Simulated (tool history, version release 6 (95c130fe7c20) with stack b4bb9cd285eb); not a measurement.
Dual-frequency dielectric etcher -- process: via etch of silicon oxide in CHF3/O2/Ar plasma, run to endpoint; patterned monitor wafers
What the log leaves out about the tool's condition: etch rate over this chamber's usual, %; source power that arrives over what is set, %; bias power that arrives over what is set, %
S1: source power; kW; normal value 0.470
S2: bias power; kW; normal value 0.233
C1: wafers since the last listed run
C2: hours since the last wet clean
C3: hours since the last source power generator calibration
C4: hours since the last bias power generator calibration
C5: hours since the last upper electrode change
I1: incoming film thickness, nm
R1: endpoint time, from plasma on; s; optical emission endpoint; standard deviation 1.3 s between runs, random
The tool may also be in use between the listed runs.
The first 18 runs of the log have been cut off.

{"run": 19, "hour": 979.7, "S1": 0.55, "S2": 0.28, "C1": 224, "C2": 381.7, "C3": 536.1, "C4": 75.6, "C5": 534.3, "I1": 542.6, "R1": 249.5}
{"run": 20, "hour": 1011.9, "S1": 0.39, "S2": 0.2, "C1": 205, "C2": 413.9, "C3": 568.3, "C4": 107.8, "C5": 566.5, "I1": 545.1, "R1": 306.4}
{"run": 21, "hour": 1068.0, "S1": 0.47, "S2": 0.233, "C1": 358, "C2": 470.0, "C3": 624.4, "C4": 163.9, "C5": 622.6, "I1": 548.1, "R1": 278.5}
{"hour": 1205.9, "done": "wet clean of the chamber"}
{"run": 22, "hour": 1224.2, "S1": 0.36, "S2": 0.18, "C1": 844, "C2": 18.3, "C3": 780.6, "C4": 320.1, "C5": 778.8, "I1": 545.5, "R1": 328.8}
{"run": 23, "hour": 1257.8, "S1": 0.59, "S2": 0.201, "C1": 214, "C2": 51.9, "C3": 814.2, "C4": 353.7, "C5": 812.4, "I1": 545.1, "R1": 282.1}
{"run": 24, "hour": 1323.2, "S1": 0.47, "S2": 0.233, "C1": 417, "C2": 117.3, "C3": 879.6, "C4": 419.1, "C5": 877.8, "I1": 548.9, "R1": 283.1}
{"run": 25, "hour": 1354.8, "S1": 0.57, "S2": 0.288, "C1": 201, "C2": 148.9, "C3": 911.2, "C4": 450.7, "C5": 909.4, "I1": 547.1, "R1": 248.1}
{"run": 26, "hour": 1384.4, "S1": 0.58, "S2": 0.233, "C1": 188, "C2": 178.5, "C3": 940.8, "C4": 480.3, "C5": 939.0, "I1": 546.4, "R1": 266.4}
{"run": 27, "hour": 1435.5, "S1": 0.47, "S2": 0.257, "C1": 326, "C2": 229.6, "C3": 991.9, "C4": 531.4, "C5": 990.1, "I1": 546.1, "R1": 271.3}
{"run": 28, "hour": 1485.9, "S1": 0.38, "S2": 0.177, "C1": 321, "C2": 280.0, "C3": 1042.3, "C4": 581.8, "C5": 1040.5, "I1": 553.0, "R1": 329.5}
{"run": 29, "hour": 1543.8, "S1": 0.56, "S2": 0.193, "C1": 369, "C2": 337.9, "C3": 1100.2, "C4": 639.7, "C5": 1098.4, "I1": 537.3, "R1": 280.8}
{"run": 30, "hour": 1615.0, "S1": 0.47, "S2": 0.214, "C1": 454, "C2": 409.1, "C3": 1171.4, "C4": 710.9, "C5": 1169.6, "I1": 550.4, "R1": 290.1}
{"run": 31, "hour": 1676.5, "S1": 0.47, "S2": 0.233, "C1": 392, "C2": 470.6, "C3": 1232.9, "C4": 772.4, "C5": 1231.1, "I1": 541.5, "R1": 274.2}
{"run": 32, "hour": 1720.4, "S1": 0.41, "S2": 0.193, "C1": 280, "C2": 514.5, "C3": 1276.8, "C4": 816.3, "C5": 1275.0, "I1": 545.9, "R1": 304.2}
{"hour": 1781.0, "done": "wet clean of the chamber"}
{"run": 33, "hour": 1781.5, "S1": 0.39, "S2": 0.213, "C1": 236, "C2": 0.5, "C3": 1337.9, "C4": 877.4, "C5": 1336.1, "I1": 545.1, "R1": 305.4}
{"run": 34, "hour": 1820.4, "S1": 0.36, "S2": 0.177, "C1": 248, "C2": 39.4, "C3": 1376.8, "C4": 916.3, "C5": 1375.0, "I1": 543.7, "R1": 327.9}
{"run": 35, "hour": 1849.6, "S1": 0.47, "S2": 0.233, "C1": 186, "C2": 68.6, "C3": 1406.0, "C4": 945.5, "C5": 1404.2, "I1": 541.8, "R1": 281.2}

4 options for the next run, each taken on its own from the tool as it stands now. Forecast them:
{"run": "A", "hour": 1850.1, "S1": 0.52, "S2": 0.233, "C1": 3, "C2": 69.1, "C3": 1406.5, "C4": 946.0, "C5": 1404.7, "I1": 543.9, "R1": "?"}
{"run": "B", "hour": 1850.1, "S1": 0.58, "S2": 0.291, "C1": 3, "C2": 69.1, "C3": 1406.5, "C4": 946.0, "C5": 1404.7, "I1": 543.9, "R1": "?"}
{"run": "C", "hour": 1850.1, "S1": 0.47, "S2": 0.249, "C1": 3, "C2": 69.1, "C3": 1406.5, "C4": 946.0, "C5": 1404.7, "I1": 543.9, "R1": "?"}
{"run": "D", "hour": 1850.1, "S1": 0.47, "S2": 0.193, "C1": 3, "C2": 69.1, "C3": 1406.5, "C4": 946.0, "C5": 1404.7, "I1": 543.9, "R1": "?"}

run=A R1=276.7
run=B R1=248.1
run=C R1=276.9
run=D R1=303.3
Take away the tool's hidden state, keep each run's random variation, and the runs would have read:
run=A R1=277.6
run=B R1=249.0
run=C R1=277.8
run=D R1=304.4
